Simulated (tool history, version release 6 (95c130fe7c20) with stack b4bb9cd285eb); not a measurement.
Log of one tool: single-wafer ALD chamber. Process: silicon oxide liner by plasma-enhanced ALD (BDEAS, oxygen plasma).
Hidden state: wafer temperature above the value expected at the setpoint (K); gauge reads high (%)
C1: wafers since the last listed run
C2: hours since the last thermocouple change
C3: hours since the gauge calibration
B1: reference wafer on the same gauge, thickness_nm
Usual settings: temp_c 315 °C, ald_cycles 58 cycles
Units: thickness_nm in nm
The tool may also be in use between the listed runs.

{"run": 1, "day": 0.0, "temp_c": 319, "ald_cycles": 67, "C1": 0, "C2": 2020.5, "C3": 71.4, "B1": 4.417, "thickness_nm": 6.057}
{"run": 2, "day": 0.633, "temp_c": 307, "ald_cycles": 58, "C1": 87, "C2": 2035.7, "C3": 86.6, "B1": 4.413, "thickness_nm": 5.362}
{"run": 3, "day": 2.004, "temp_c": 307, "ald_cycles": 58, "C1": 190, "C2": 2068.6, "C3": 119.5, "B1": 4.406, "thickness_nm": 5.361}
{"run": 4, "day": 3.304, "temp_c": 307, "ald_cycles": 58, "C1": 180, "C2": 2099.8, "C3": 150.7, "B1": 4.397, "thickness_nm": 5.334}
{"run": 5, "day": 4.412, "temp_c": 315, "ald_cycles": 58, "C1": 153, "C2": 2126.4, "C3": 177.3, "B1": 4.391, "thickness_nm": 5.262}
{"run": 6, "day": 5.858, "temp_c": 315, "ald_cycles": 58, "C1": 200, "C2": 2161.1, "C3": 212.0, "B1": 4.388, "thickness_nm": 5.243}
{"run": 7, "day": 7.008, "temp_c": 320, "ald_cycles": 58, "C1": 159, "C2": 2188.7, "C3": 239.6, "B1": 4.386, "thickness_nm": 5.202}
{"run": 8, "day": 8.208, "temp_c": 320, "ald_cycles": 58, "C1": 166, "C2": 2217.5, "C3": 268.4, "B1": 4.387, "thickness_nm": 5.209}
{"run": 9, "day": 9.608, "temp_c": 320, "ald_cycles": 58, "C1": 194, "C2": 2251.1, "C3": 302.0, "B1": 4.385, "thickness_nm": 5.195}
{"run": 10, "day": 10.617, "temp_c": 303, "ald_cycles": 58, "C1": 140, "C2": 2275.3, "C3": 326.2, "B1": 4.385, "thickness_nm": 5.366}
{"day": 11.7, "done": "thermocouple changed; heater temperature recalibrated"}
{"run": 11, "day": 11.721, "temp_c": 303, "ald_cycles": 58, "C1": 107, "C2": 0.5, "C3": 352.7, "B1": 4.383, "thickness_nm": 5.349}
{"run": 12, "day": 11.983, "temp_c": 315, "ald_cycles": 66, "C1": 36, "C2": 6.8, "C3": 359.0, "B1": 4.38, "thickness_nm": 5.963}
{"run": 13, "day": 12.817, "temp_c": 315, "ald_cycles": 66, "C1": 115, "C2": 26.8, "C3": 379.0, "B1": 4.382, "thickness_nm": 5.995}
{"day": 13.192, "done": "gauge calibrated"}
{"run": 14, "day": 14.271, "temp_c": 325, "ald_cycles": 58, "C1": 202, "C2": 61.7, "C3": 25.9, "B1": 4.418, "thickness_nm": 5.218}
{"run": 15, "day": 15.088, "temp_c": 320, "ald_cycles": 68, "C1": 113, "C2": 81.3, "C3": 45.5, "B1": 4.411, "thickness_nm": 6.16}
{"run": 16, "day": 16.071, "temp_c": 321, "ald_cycles": 52, "C1": 136, "C2": 104.9, "C3": 69.1, "B1": 4.401, "thickness_nm": 4.689}
{"run": 17, "day": 16.738, "temp_c": 301, "ald_cycles": 58, "C1": 92, "C2": 120.9, "C3": 85.1, "B1": 4.399, "thickness_nm": 5.401}
{"run": 18, "day": 18.479, "temp_c": 302, "ald_cycles": 58, "C1": 241, "C2": 162.7, "C3": 126.9, "B1": 4.385, "thickness_nm": 5.356}
{"run": 19, "day": 19.771, "temp_c": 315, "ald_cycles": 58, "C1": 179, "C2": 193.7, "C3": 157.9, "B1": 4.379, "thickness_nm": 5.242}
{"run": 20, "day": 20.4, "temp_c": 319, "ald_cycles": 68, "C1": 87, "C2": 208.8, "C3": 173.0, "B1": 4.382, "thickness_nm": 6.148}
{"run": 21, "day": 21.346, "temp_c": 315, "ald_cycles": 58, "C1": 131, "C2": 231.5, "C3": 195.7, "B1": 4.374, "thickness_nm": 5.233}
{"run": 22, "day": 22.733, "temp_c": 315, "ald_cycles": 49, "C1": 192, "C2": 264.8, "C3": 229.0, "B1": 4.378, "thickness_nm": 4.426}
{"run": 23, "day": 23.679, "temp_c": 315, "ald_cycles": 66, "C1": 131, "C2": 287.5, "C3": 251.7, "B1": 4.369, "thickness_nm": 5.953}
{"run": 24, "day": 24.217, "temp_c": 321, "ald_cycles": 53, "C1": 74, "C2": 300.4, "C3": 264.6, "B1": 4.369, "thickness_nm": 4.753}
{"run": 25, "day": 24.954, "temp_c": 322, "ald_cycles": 52, "C1": 102, "C2": 318.1, "C3": 282.3, "B1": 4.368, "thickness_nm": 4.641}
{"run": 26, "day": 25.838, "temp_c": 324, "ald_cycles": 67, "C1": 122, "C2": 339.3, "C3": 303.5, "B1": 4.368, "thickness_nm": 5.952}

3 ways to go on from here, each from the tool as it stands after run 26. What would each give?
{"run": "A", "day": 25.858, "temp_c": 324, "ald_cycles": 58, "C1": 2, "C2": 339.8, "C3": 304.0, "B1": "?", "thickness_nm": "?"}
{"run": "B", "day": 25.858, "temp_c": 325, "ald_cycles": 66, "C1": 2, "C2": 339.8, "C3": 304.0, "B1": "?", "thickness_nm": "?"}
{"run": "C", "day": 25.858, "temp_c": 307, "ald_cycles": 62, "C1": 2, "C2": 339.8, "C3": 304.0, "B1": "?", "thickness_nm": "?"}

run=A B1=4.370 thickness_nm=5.152
run=B B1=4.370 thickness_nm=5.853
run=C B1=4.370 thickness_nm=5.662
Without the tool's hidden state the same runs would have given:
run=A thickness_nm=5.238
run=B thickness_nm=5.950
run=C thickness_nm=5.756

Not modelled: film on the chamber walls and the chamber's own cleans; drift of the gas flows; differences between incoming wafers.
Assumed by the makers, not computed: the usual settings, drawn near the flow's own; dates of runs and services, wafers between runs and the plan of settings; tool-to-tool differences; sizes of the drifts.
